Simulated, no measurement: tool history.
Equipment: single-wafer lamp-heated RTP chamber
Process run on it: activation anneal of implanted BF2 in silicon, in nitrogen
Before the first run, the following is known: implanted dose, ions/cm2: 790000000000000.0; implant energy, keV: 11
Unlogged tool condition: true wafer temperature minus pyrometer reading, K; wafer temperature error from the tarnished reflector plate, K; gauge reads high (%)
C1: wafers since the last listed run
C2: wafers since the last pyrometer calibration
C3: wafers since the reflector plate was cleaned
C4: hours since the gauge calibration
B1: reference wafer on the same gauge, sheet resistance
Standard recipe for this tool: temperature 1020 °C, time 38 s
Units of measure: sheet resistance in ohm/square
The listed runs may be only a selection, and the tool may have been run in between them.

run 1 hour=0 | temperature=1020 time=38 | C1=0 C2=1562 C3=3476 C4=57.4 | B1=195.42 | sheet_resistance=208.73
run 2 hour=34.9 | temperature=1020 time=38 | C1=455 C2=2017 C3=3931 C4=92.3 | B1=194.92 | sheet_resistance=209.05
run 3 hour=68.6 | temperature=1020 time=38 | C1=439 C2=2457 C3=4370 C4=126 | B1=195.1 | sheet_resistance=209.79
run 4 hour=86.1 | temperature=1020 time=38 | C1=228 C2=2685 C3=4599 C4=143.5 | B1=194.81 | sheet_resistance=208.01
run 5 hour=117.4 | temperature=1020 time=38 | C1=408 C2=3093 C3=5007 C4=174.8 | B1=194.47 | sheet_resistance=209.5
run 6 hour=148.2 | temperature=1020 time=38 | C1=401 C2=3495 C3=5408 C4=205.6 | B1=194.39 | sheet_resistance=207.2
run 7 hour=179.8 | temperature=1020 time=38 | C1=412 C2=3907 C3=5820 C4=237.2 | B1=193.83 | sheet_resistance=207.1
run 8 hour=215.4 | temperature=1020 time=38 | C1=464 C2=4371 C3=6284 C4=272.8 | B1=193.56 | sheet_resistance=207.29
run 9 hour=241.4 | temperature=1036 time=23 | C1=339 C2=4710 C3=6623 C4=298.8 | B1=193.56 | sheet_resistance=207.12
-- hour=251.7 pyrometer window cleaned and pyrometer calibrated
run 10 hour=255.9 | temperature=1036 time=23 | C1=84 C2=54 C3=6708 C4=313.3 | B1=193.21 | sheet_resistance=207.47
run 11 hour=282.6 | temperature=1036 time=23 | C1=348 C2=402 C3=7056 C4=340 | B1=193.39 | sheet_resistance=206.09
run 12 hour=305.6 | temperature=1020 time=55 | C1=299 C2=702 C3=7356 C4=363 | B1=192.96 | sheet_resistance=197.58
run 13 hour=341.7 | temperature=1020 time=55 | C1=470 C2=1173 C3=7827 C4=399.1 | B1=192.97 | sheet_resistance=194.64
run 14 hour=374.2 | temperature=1020 time=55 | C1=423 C2=1597 C3=8251 C4=431.6 | B1=192.51 | sheet_resistance=196.92
run 15 hour=398.7 | temperature=1011 time=38 | C1=319 C2=1916 C3=8570 C4=456.1 | B1=192.39 | sheet_resistance=217.6
run 16 hour=416.1 | temperature=1011 time=38 | C1=226 C2=2143 C3=8797 C4=473.5 | B1=192.15 | sheet_resistance=217.06
run 17 hour=435.9 | temperature=1037 time=38 | C1=258 C2=2401 C3=9055 C4=493.3 | B1=192.26 | sheet_resistance=189.86
-- hour=441.4 gauge calibrated
run 18 hour=465.2 | temperature=1049 time=24 | C1=382 C2=2783 C3=9437 C4=23.8 | B1=196.39 | sheet_resistance=196.34
run 19 hour=494.6 | temperature=1020 time=55 | C1=383 C2=3166 C3=9820 C4=53.2 | B1=195.78 | sheet_resistance=199.68
run 20 hour=506.9 | temperature=1007 time=30 | C1=160 C2=3327 C3=9981 C4=65.5 | B1=195.87 | sheet_resistance=235.08
-- hour=524.5 reflector plate cleaned
run 21 hour=532.1 | temperature=1020 time=38 | C1=224 C2=3551 C3=98 C4=90.7 | B1=195.34 | sheet_resistance=209.36
run 22 hour=558.5 | temperature=1007 time=30 | C1=344 C2=3895 C3=442 C4=117.1 | B1=195.23 | sheet_resistance=234.64
-- hour=578.1 pyrometer window cleaned and pyrometer calibrated
run 23 hour=578.6 | temperature=1046 time=38 | C1=157 C2=7 C3=600 C4=137.2 | B1=195.35 | sheet_resistance=187.12
run 24 hour=589.7 | temperature=1029 time=28 | C1=144 C2=151 C3=745 C4=148.3 | B1=195.27 | sheet_resistance=211.62
run 25 hour=622.1 | temperature=1007 time=32 | C1=422 C2=574 C3=1167 C4=180.7 | B1=195.33 | sheet_resistance=231.03
run 26 hour=653.9 | temperature=1020 time=38 | C1=414 C2=988 C3=1582 C4=212.5 | B1=194.86 | sheet_resistance=208.58
run 27 hour=676 | temperature=995 time=23 | C1=288 C2=1277 C3=1870 C4=234.6 | B1=194.81 | sheet_resistance=264.6
run 28 hour=694.6 | temperature=1020 time=57 | C1=242 C2=1519 C3=2113 C4=253.2 | B1=194.43 | sheet_resistance=196.75
run 29 hour=709.6 | temperature=998 time=19 | C1=195 C2=1715 C3=2308 C4=268.2 | B1=194.4 | sheet_resistance=268.54
run 30 hour=737.1 | temperature=1042 time=19 | C1=358 C2=2073 C3=2667 C4=295.7 | B1=194.23 | sheet_resistance=207.66
run 31 hour=752.7 | temperature=997 time=60 | C1=203 C2=2277 C3=2870 C4=311.3 | B1=193.79 | sheet_resistance=223.03
run 32 hour=787.2 | temperature=1034 time=38 | C1=449 C2=2726 C3=3320 C4=345.8 | B1=193.91 | sheet_resistance=194.77

For some of the steps in sheet resistance from one run to the next: how much would appear even if the tool had no hidden state, given the settings, what came in and random variation, and how much remains for the hidden state plus any gauge scatter that the measured result and the result without hidden state don't share?
Run 17 -> 18: temperature 1037 -> 1049, time 38 -> 24, gauge calibrated. sheet resistance +6.48 ohm/square: hidden state +4.08, all else +2.4.
Run 26 -> 27: temperature 1020 -> 995, time 38 -> 23. sheet resistance +56.02 ohm/square: hidden state -0.62, all else +56.64.
Run 27 -> 28: temperature 995 -> 1020, time 23 -> 57. sheet resistance -67.85 ohm/square: hidden state +0.37, all else -68.22.
Run 28 -> 29: temperature 1020 -> 998, time 57 -> 19. sheet resistance +71.79 ohm/square: hidden state -0.76, all else +72.55.
Run 29 -> 30: temperature 998 -> 1042. sheet resistance -60.88 ohm/square: hidden state +0.31, all else -61.19.
